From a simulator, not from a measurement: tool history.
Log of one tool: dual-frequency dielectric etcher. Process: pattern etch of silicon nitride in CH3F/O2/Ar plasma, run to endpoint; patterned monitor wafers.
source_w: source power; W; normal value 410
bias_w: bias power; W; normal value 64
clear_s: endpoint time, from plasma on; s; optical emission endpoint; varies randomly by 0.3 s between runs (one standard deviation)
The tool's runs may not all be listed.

| run | hour | source_w | bias_w | incoming incoming film thickness, nm | clear_s |
|---|---|---|---|---|---|
| 1 | 0.0 | 380 | 75 | 35.77 | 55.8 |
| 2 | 35.6 | 480 | 64 | 35.61 | 52.2 |
| 3 | 52.0 | 480 | 64 | 35.60 | 51.4 |
| 4 | 108.9 | 480 | 64 | 35.48 | 51.6 |
| 5 | 131.1 | 410 | 64 | 35.63 | 55.8 |
|  | 155.3 | wet clean of the chamber |
| 6 | 155.8 | 440 | 64 | 35.76 | 55.4 |
|  | 166.9 | source power generator calibrated |
| 7 | 229.7 | 440 | 64 | 35.25 | 55.3 |
|  | 275.9 | wet clean of the chamber, repeated, since the last time left the tool worse |
| 8 | 276.4 | 470 | 64 | 35.68 | 50.8 |
| 9 | 295.0 | 380 | 75 | 35.61 | 53.4 |

Run 10 is up next; what results do you expect?
|  | 314.6 | bias power generator calibrated |
| 10 | 318.4 | 380 | 73 | 35.58 | ? |

Logged for run 10: clear_s 53.5 s.
The same run, on a tool lacking any hidden state, would have yielded clear_s 53.4 s.
